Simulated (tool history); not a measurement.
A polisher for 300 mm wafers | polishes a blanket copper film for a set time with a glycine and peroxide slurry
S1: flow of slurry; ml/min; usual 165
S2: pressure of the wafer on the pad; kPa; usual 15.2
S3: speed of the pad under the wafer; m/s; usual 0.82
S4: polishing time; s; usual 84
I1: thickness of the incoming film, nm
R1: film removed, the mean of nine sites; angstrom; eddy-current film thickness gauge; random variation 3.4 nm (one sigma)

{"run": 1, "hour": 0.0, "S1": 165, "S2": 15.2, "S3": 0.82, "S4": 102, "I1": 2310.6, "R1": 3830}
{"run": 2, "hour": 12.1, "S1": 165, "S2": 15.2, "S3": 0.82, "S4": 102, "I1": 2358.8, "R1": 3806}
{"run": 3, "hour": 31.6, "S1": 165, "S2": 15.2, "S3": 0.82, "S4": 84, "I1": 2331.7, "R1": 3137}
{"run": 4, "hour": 51.2, "S1": 165, "S2": 15.2, "S3": 0.82, "S4": 84, "I1": 2326.6, "R1": 3093}
{"run": 5, "hour": 63.9, "S1": 165, "S2": 15.2, "S3": 0.82, "S4": 84, "I1": 2390.2, "R1": 3081}
{"hour": 78.7, "done": "worn pad replaced by a new one"}
{"run": 6, "hour": 80.3, "S1": 165, "S2": 15.2, "S3": 0.82, "S4": 84, "I1": 2359.3, "R1": 3072}
{"run": 7, "hour": 136.2, "S1": 165, "S2": 15.2, "S3": 0.82, "S4": 92, "I1": 2353.7, "R1": 3316}
{"run": 8, "hour": 169.6, "S1": 165, "S2": 15.2, "S3": 0.82, "S4": 92, "I1": 2359.7, "R1": 3410}
{"hour": 194.4, "done": "worn pad replaced by a new one"}
{"run": 9, "hour": 222.0, "S1": 165, "S2": 15.2, "S3": 0.82, "S4": 92, "I1": 2381.7, "R1": 3430}
{"run": 10, "hour": 257.6, "S1": 165, "S2": 15.2, "S3": 0.82, "S4": 69, "I1": 2356.8, "R1": 2540}
{"run": 11, "hour": 279.4, "S1": 165, "S2": 15.2, "S3": 0.82, "S4": 69, "I1": 2339.8, "R1": 2621}
{"run": 12, "hour": 297.6, "S1": 130, "S2": 15.2, "S3": 0.82, "S4": 64, "I1": 2395, "R1": 2261}
{"hour": 313.9, "done": "worn pad replaced by a new one"}
{"run": 13, "hour": 314.4, "S1": 200, "S2": 19.3, "S3": 0.82, "S4": 84, "I1": 2333.1, "R1": 3674}
{"hour": 332.1, "done": "head pressure recalibrated"}
{"run": 14, "hour": 340.0, "S1": 115, "S2": 15.2, "S3": 0.58, "S4": 72, "I1": 2337, "R1": 2054}
{"hour": 363.3, "done": "slurry nozzle cleaned"}
{"run": 15, "hour": 363.8, "S1": 165, "S2": 18.6, "S3": 0.82, "S4": 84, "I1": 2376.3, "R1": 3514}
{"run": 16, "hour": 391.0, "S1": 165, "S2": 15.2, "S3": 0.7, "S4": 91, "I1": 2389, "R1": 3107}
{"run": 17, "hour": 412.1, "S1": 165, "S2": 15.2, "S3": 0.68, "S4": 84, "I1": 2384, "R1": 2832}
{"hour": 427.5, "done": "worn pad replaced by a new one"}
{"run": 18, "hour": 437.3, "S1": 165, "S2": 10.3, "S3": 0.66, "S4": 84, "I1": 2383.5, "R1": 2355}
{"run": 19, "hour": 456.3, "S1": 165, "S2": 15.2, "S3": 0.6, "S4": 84, "I1": 2341.6, "R1": 2666}
{"run": 20, "hour": 480.8, "S1": 130, "S2": 11.7, "S3": 1.02, "S4": 94, "I1": 2352.8, "R1": 3283}
{"hour": 573.7, "done": "worn pad replaced by a new one"}
{"run": 21, "hour": 584.7, "S1": 165, "S2": 15.2, "S3": 0.68, "S4": 84, "I1": 2334.1, "R1": 2756}
{"run": 22, "hour": 597.1, "S1": 165, "S2": 15.2, "S3": 0.82, "S4": 92, "I1": 2364, "R1": 3384}
{"run": 23, "hour": 632.5, "S1": 165, "S2": 11, "S3": 0.66, "S4": 84, "I1": 2331.8, "R1": 2418}

What the log doesn't show, run by run:
removal rate lost through wear of the pad, %: 0 in every run
slurry flow missing at the pad, %: 0 in every run
deviation of the head's pressure from its setpoint, %: 0 in every run
